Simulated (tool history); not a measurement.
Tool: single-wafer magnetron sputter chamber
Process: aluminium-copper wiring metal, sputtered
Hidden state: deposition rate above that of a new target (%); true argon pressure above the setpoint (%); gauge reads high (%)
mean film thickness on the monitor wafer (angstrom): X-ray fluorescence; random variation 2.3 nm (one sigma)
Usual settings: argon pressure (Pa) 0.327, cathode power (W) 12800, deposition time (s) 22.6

run	hour	argon pressure (Pa)	cathode power (W)	deposition time (s)	wafers since the last listed run	wafers on the sputter target	hours since the last manometer calibration	hours since the magnet pack was replaced	hours since the gauge calibration	read-back reference wafer on the same gauge, thickness_nm	mean film thickness on the monitor wafer (angstrom)
1	0.0	0.327	12800	22.6	0	41	2033.0	4999.5	1105.1	408.447	5030.82
2	38.0	0.327	12800	22.6	1227	1268	2071.0	5037.5	1143.1	408.069	4995.22
3	93.0	0.327	12150	22.6	1776	3044	2126.0	5092.5	1198.1	407.433	4789.65
4	163.9	0.327	12150	22.6	2289	5334	2196.9	5163.4	1269.0	408.973	4763.00
5	264.9	0.289	12800	25.6	3261	8595	2297.9	5264.4	1370.0	409.467	5879.02
6	317.6	0.289	12800	25.6	1701	10297	2350.6	5317.1	1422.7	409.741	5953.05
7	378.5	0.289	12800	25.6	1966	12264	2411.5	5378.0	1483.6	409.968	5848.50
8	420.4	0.327	10750	22.6	1353	13617	2453.4	5419.9	1525.5	409.985	4270.50
9	517.8	0.431	11100	22.6	3145	16762	2550.8	5517.3	1622.9	410.806	4074.51
# hour 528.4: capacitance manometer re-zeroed and calibrated
10	592.1	0.327	12800	22.6	2141	18903	63.7	5591.6	1697.2	410.757	5047.22
# hour 629.2: sputter target and shields replaced
11	663.4	0.327	12800	22.6	2044	1104	135.0	5662.9	1768.5	411.472	5061.68
12	766.8	0.437	12800	27.0	3339	4443	238.4	5766.3	1871.9	411.980	5579.15
13	866.4	0.428	9850	22.6	3216	7660	338.0	5865.9	1971.5	412.922	3701.90
14	908.5	0.424	12800	22.6	1359	9019	380.1	5908.0	2013.6	413.650	4727.75
# hour 923.0: magnet pack replaced
15	999.6	0.234	10400	25.6	2683	11703	471.2	76.6	2104.7	414.219	5162.04
16	1103.8	0.284	12800	19.6	3364	15068	575.4	180.8	2208.9	413.644	4573.01
17	1150.5	0.327	12800	22.6	1508	16576	622.1	227.5	2255.6	414.698	5125.63
18	1254.3	0.382	12800	22.6	3352	19928	725.9	331.3	2359.4	414.320	4899.01
# hour 1264.4: sputter target and shields replaced
19	1306.6	0.327	12800	22.6	1430	1363	778.2	383.6	2411.7	416.202	5108.14
20	1342.8	0.198	12800	18.8	1169	2532	814.4	419.8	2447.9	415.751	4690.82
21	1438.5	0.278	11050	24.4	3090	5622	910.1	515.5	2543.6	415.880	5049.04
# hour 1478.2: gauge calibrated
22	1520.1	0.369	14650	24.6	2635	8258	991.7	597.1	41.9	400.219	5865.23
23	1570.7	0.445	12800	24.0	1634	9892	1042.3	647.7	92.5	400.268	4808.02
24	1650.4	0.327	11700	26.8	2573	12465	1122.0	727.4	172.2	400.226	5422.31
25	1708.8	0.230	12800	22.6	1885	14351	1180.4	785.8	230.6	400.844	5307.22
26	1810.5	0.327	12800	22.6	3284	17636	1282.1	887.5	332.3	401.801	4928.08
27	1847.1	0.327	11800	22.6	1181	18818	1318.7	924.1	368.9	401.368	4649.70
# hour 2010.4: sputter target and shields replaced
28	2098.9	0.239	13800	26.9	7873	2857	1570.5	1175.9	620.7	403.473	6815.65
29	2209.6	0.327	14050	22.6	3574	6432	1681.2	1286.6	731.4	403.069	5398.08
30	2300.8	0.327	12800	22.6	2945	9377	1772.4	1377.8	822.6	404.611	4975.08
31	2343.4	0.327	12150	22.6	1375	10752	1815.0	1420.4	865.2	404.151	4768.35
32	2412.5	0.327	10200	19.2	2231	12984	1884.1	1489.5	934.3	404.792	3449.40
33	2453.6	0.437	14900	21.3	1327	14311	1925.2	1530.6	975.4	404.466	4948.94
34	2511.4	0.256	12800	22.6	1866	16178	1983.0	1588.4	1033.2	405.809	5319.33
35	2563.5	0.327	12800	22.6	1682	17860	2035.1	1640.5	1085.3	405.712	4986.52

Hidden state or all else? Some run-to-run changes of mean film thickness on the monitor wafer (angstrom), split into what the settings, what came in and random variation would give without the hidden state, and what is left for the hidden state (with any gauge scatter that isn't in both results):
Run 7 -> 8: argon pressure (Pa) 0.289 -> 0.327, cathode power (W) 12800 -> 10750, deposition time (s) 25.6 -> 22.6. mean film thickness on the monitor wafer (angstrom) -1578.00: hidden state -35.97, all else -1542.03.
Run 12 -> 13: argon pressure (Pa) 0.437 -> 0.428, cathode power (W) 12800 -> 9850, deposition time (s) 27.0 -> 22.6. mean film thickness on the monitor wafer (angstrom) -1877.25: hidden state -50.71, all else -1826.54.
Run 21 -> 22: argon pressure (Pa) 0.278 -> 0.369, cathode power (W) 11050 -> 14650, deposition time (s) 24.4 -> 24.6, gauge calibrated. mean film thickness on the monitor wafer (angstrom) +816.19: hidden state -197.67, all else +1013.86.
Run 27 -> 28: argon pressure (Pa) 0.327 -> 0.239, cathode power (W) 11800 -> 13800, deposition time (s) 22.6 -> 26.9, sputter target and shields replaced. mean film thickness on the monitor wafer (angstrom) +2165.95: hidden state +34.19, all else +2131.76.
